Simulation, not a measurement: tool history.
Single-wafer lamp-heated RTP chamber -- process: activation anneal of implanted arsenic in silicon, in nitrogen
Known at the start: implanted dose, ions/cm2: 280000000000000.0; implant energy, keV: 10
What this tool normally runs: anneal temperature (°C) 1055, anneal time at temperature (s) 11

run     day  anneal temperature (°C)  anneal time at temperature (s)  read-back reference wafer on the same gauge, sheet resistance  sheet resistance of the implanted and annealed layer (ohm/square)
  1       0                     1055                              11                                                         290.19                                                              329.3
  2   1.325                     1055                              11                                                         290.07                                                             328.46
  3   2.746                     1055                              11                                                         289.76                                                             329.13
  4   3.292                     1055                              11                                                         289.68                                                             326.27
  5     4.5                     1055                              11                                                          289.1                                                             326.73
  6   5.958                     1055                              11                                                         289.03                                                             325.31
  7    6.85                     1065                              11                                                         289.39                                                             324.58
      7.467  -- pyrometer window cleaned and pyrometer calibrated
  8   7.542                     1055                               8                                                         289.17                                                             331.17
  9   8.979                     1055                               9                                                         288.85                                                             329.42
      9.821  -- reflector plate cleaned
 10  10.279                     1055                               9                                                         288.79                                                             327.34
 11  11.033                     1055                               9                                                         288.64                                                             327.13
 12  11.662                     1055                              11                                                         288.51                                                             326.84
 13  12.962                     1055                              11                                                         288.68                                                             328.19
 14  14.112                     1055                              11                                                         288.38                                                             325.18
 15  14.679                     1070                              14                                                         288.31                                                              318.4
 16  15.558                     1044                               5                                                         288.02                                                             335.22
 17  17.271                     1055                              13                                                          288.3                                                             323.22
 18  18.546                     1035                              16                                                         288.11                                                             325.56
     19.029  -- pyrometer window cleaned and pyrometer calibrated
 19  19.592                     1047                               4                                                         288.16                                                             336.98
 20  20.712                     1084                               6                                                         287.63                                                             324.45
 21  21.292                     1081                              14                                                         287.73                                                             315.44
 22  22.312                     1055                              11                                                         287.66                                                                326
 23  23.104                     1069                              14                                                         287.95                                                             317.05
 24  24.129                     1074                              18                                                          287.6                                                             312.01
 25  25.125                     1077                               7                                                          287.6                                                             326.18
     25.842  -- gauge calibrated
 26  26.108                     1066                              15                                                         298.68                                                             329.17
     26.929  -- reflector plate cleaned
 27  27.325                     1044                              11                                                         297.97                                                             342.12
 28  28.504                     1055                              11                                                         297.49                                                              335.7
 29  29.783                     1055                              17                                                         296.45                                                             331.11
     30.254  -- pyrometer window cleaned and pyrometer calibrated
 30  30.596                     1035                              14                                                          296.4                                                             336.75
 31  31.512                     1048                              15                                                         295.62                                                             335.05
 32  32.792                     1055                               7                                                         295.38                                                             336.97
 33   34.05                     1077                              11                                                         294.84                                                             325.42
 34  35.438                     1055                               5                                                          293.9                                                             339.18
 35  36.008                     1067                              13                                                         293.77                                                             326.19
 36  37.542                     1055                              11                                                         293.36                                                              331.4

Consider 5 possible next runs. They are alternatives, not a sequence: every one starts from the tool as it was left by run 36. What does each give?
  A  37.558                     1071                              11                                                              ?                                                                  ?
  B  37.558                     1043                               9                                                              ?                                                                  ?
  C  37.558                     1055                              16                                                              ?                                                                  ?
  D  37.558                     1055                               6                                                              ?                                                                  ?
  E  37.558                     1033                               6                                                              ?                                                                  ?

run  read-back reference wafer on the same gauge, sheet resistance  sheet resistance of the implanted and annealed layer (ohm/square)
  A                                                         293.23                                                             328.34
  B                                                         293.23                                                             337.84
  C                                                         293.23                                                             328.08
  D                                                         293.23                                                             339.14
  E                                                         293.23                                                             343.28
With the hidden condition removed and each run's random variation left untouched, the same runs would have given:
run  sheet resistance of the implanted and annealed layer (ohm/square)
  A                                                              334.8
  B                                                             344.48
  C                                                             334.53
  D                                                             345.81
  E                                                             350.04

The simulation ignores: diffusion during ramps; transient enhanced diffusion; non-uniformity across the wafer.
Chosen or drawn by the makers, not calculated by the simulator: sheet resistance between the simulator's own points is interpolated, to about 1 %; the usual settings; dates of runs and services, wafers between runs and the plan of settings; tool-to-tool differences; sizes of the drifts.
